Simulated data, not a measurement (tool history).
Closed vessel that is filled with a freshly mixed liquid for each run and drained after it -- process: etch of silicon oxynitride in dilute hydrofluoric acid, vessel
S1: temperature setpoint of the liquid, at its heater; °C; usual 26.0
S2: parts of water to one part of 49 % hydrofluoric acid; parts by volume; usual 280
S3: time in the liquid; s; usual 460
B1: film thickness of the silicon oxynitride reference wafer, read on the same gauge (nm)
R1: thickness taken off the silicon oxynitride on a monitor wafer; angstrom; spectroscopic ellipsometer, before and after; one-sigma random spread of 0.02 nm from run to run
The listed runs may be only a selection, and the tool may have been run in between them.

{"run": 1, "day": 0.0, "S1": 25.0, "S2": 280, "S3": 460, "B1": 150.01, "R1": 47.8}
{"run": 2, "day": 2.371, "S1": 25.0, "S2": 280, "S3": 460, "B1": 150.05, "R1": 47.5}
{"run": 3, "day": 3.908, "S1": 26.0, "S2": 280, "S3": 460, "B1": 149.98, "R1": 49.5}
{"run": 4, "day": 6.142, "S1": 26.0, "S2": 280, "S3": 460, "B1": 150.0, "R1": 49.2}
{"run": 5, "day": 8.471, "S1": 26.0, "S2": 280, "S3": 460, "B1": 150.02, "R1": 49.2}
{"run": 6, "day": 11.388, "S1": 26.0, "S2": 280, "S3": 460, "B1": 150.0, "R1": 49.2}
{"run": 7, "day": 12.496, "S1": 26.0, "S2": 280, "S3": 460, "B1": 150.02, "R1": 49.5}
{"run": 8, "day": 14.417, "S1": 29.0, "S2": 280, "S3": 295, "B1": 150.02, "R1": 35.7}
{"day": 16.388, "done": "hydrofluoric acid flow meter replaced"}
{"run": 9, "day": 16.875, "S1": 29.0, "S2": 280, "S3": 295, "B1": 150.04, "R1": 36.9}
{"run": 10, "day": 18.404, "S1": 29.0, "S2": 280, "S3": 295, "B1": 149.99, "R1": 36.8}
{"run": 11, "day": 19.975, "S1": 26.0, "S2": 280, "S3": 460, "B1": 150.0, "R1": 50.8}
{"run": 12, "day": 21.875, "S1": 26.0, "S2": 280, "S3": 655, "B1": 150.03, "R1": 72.6}
{"day": 22.262, "done": "thermometer replaced"}
{"run": 13, "day": 24.862, "S1": 26.0, "S2": 280, "S3": 655, "B1": 149.95, "R1": 72.4}
{"run": 14, "day": 26.575, "S1": 28.0, "S2": 140, "S3": 460, "B1": 149.98, "R1": 124.2}
{"day": 27.65, "done": "gauge calibrated"}
{"run": 15, "day": 29.088, "S1": 22.0, "S2": 280, "S3": 295, "B1": 150.02, "R1": 27.3}
{"run": 16, "day": 31.233, "S1": 28.0, "S2": 140, "S3": 460, "B1": 150.04, "R1": 123.2}
{"run": 17, "day": 32.688, "S1": 26.0, "S2": 280, "S3": 340, "B1": 149.96, "R1": 37.4}
{"run": 18, "day": 34.517, "S1": 23.5, "S2": 155, "S3": 460, "B1": 150.01, "R1": 89.8}
{"run": 19, "day": 35.967, "S1": 26.0, "S2": 160, "S3": 370, "B1": 150.0, "R1": 77.6}
{"run": 20, "day": 37.525, "S1": 23.5, "S2": 280, "S3": 350, "B1": 150.0, "R1": 34.7}
{"run": 21, "day": 39.938, "S1": 28.0, "S2": 235, "S3": 355, "B1": 150.02, "R1": 51.8}
{"run": 22, "day": 41.3, "S1": 26.0, "S2": 280, "S3": 460, "B1": 149.95, "R1": 50.3}
{"run": 23, "day": 43.575, "S1": 27.5, "S2": 335, "S3": 695, "B1": 150.0, "R1": 64.4}
{"run": 24, "day": 45.283, "S1": 27.5, "S2": 280, "S3": 460, "B1": 150.05, "R1": 53.9}
{"run": 25, "day": 46.762, "S1": 23.0, "S2": 280, "S3": 460, "B1": 150.01, "R1": 44.2}
{"run": 26, "day": 47.833, "S1": 29.5, "S2": 280, "S3": 460, "B1": 150.04, "R1": 57.9}
{"run": 27, "day": 49.058, "S1": 26.0, "S2": 370, "S3": 310, "B1": 149.99, "R1": 24.2}
{"run": 28, "day": 50.188, "S1": 26.0, "S2": 280, "S3": 460, "B1": 150.01, "R1": 50.2}
{"run": 29, "day": 52.117, "S1": 26.0, "S2": 240, "S3": 380, "B1": 150.0, "R1": 49.8}
{"run": 30, "day": 53.838, "S1": 29.0, "S2": 280, "S3": 295, "B1": 149.95, "R1": 36.3}
{"run": 31, "day": 55.238, "S1": 27.5, "S2": 335, "S3": 695, "B1": 150.06, "R1": 64.4}
{"run": 32, "day": 57.192, "S1": 29.0, "S2": 405, "S3": 710, "B1": 150.04, "R1": 55.0}

What if the next run were any one of these 5? Each begins from the tool's condition after run 32:
{"run": "A", "day": 57.225, "S1": 26.0, "S2": 280, "S3": 365, "B1": "?", "R1": "?"}
{"run": "B", "day": 57.225, "S1": 27.5, "S2": 280, "S3": 630, "B1": "?", "R1": "?"}
{"run": "C", "day": 57.225, "S1": 29.0, "S2": 280, "S3": 230, "B1": "?", "R1": "?"}
{"run": "D", "day": 57.225, "S1": 26.0, "S2": 280, "S3": 540, "B1": "?", "R1": "?"}
{"run": "E", "day": 57.225, "S1": 23.0, "S2": 315, "S3": 460, "B1": "?", "R1": "?"}

run=A B1=150.00 R1=39.8
run=B B1=150.00 R1=73.0
run=C B1=150.00 R1=28.3
run=D B1=150.00 R1=58.8
run=E B1=150.00 R1=38.3
Take away the tool's hidden state, keep each run's random variation, and the runs would have read:
run=A R1=40.4
run=B R1=74.3
run=C R1=28.8
run=D R1=59.8
run=E R1=39.0
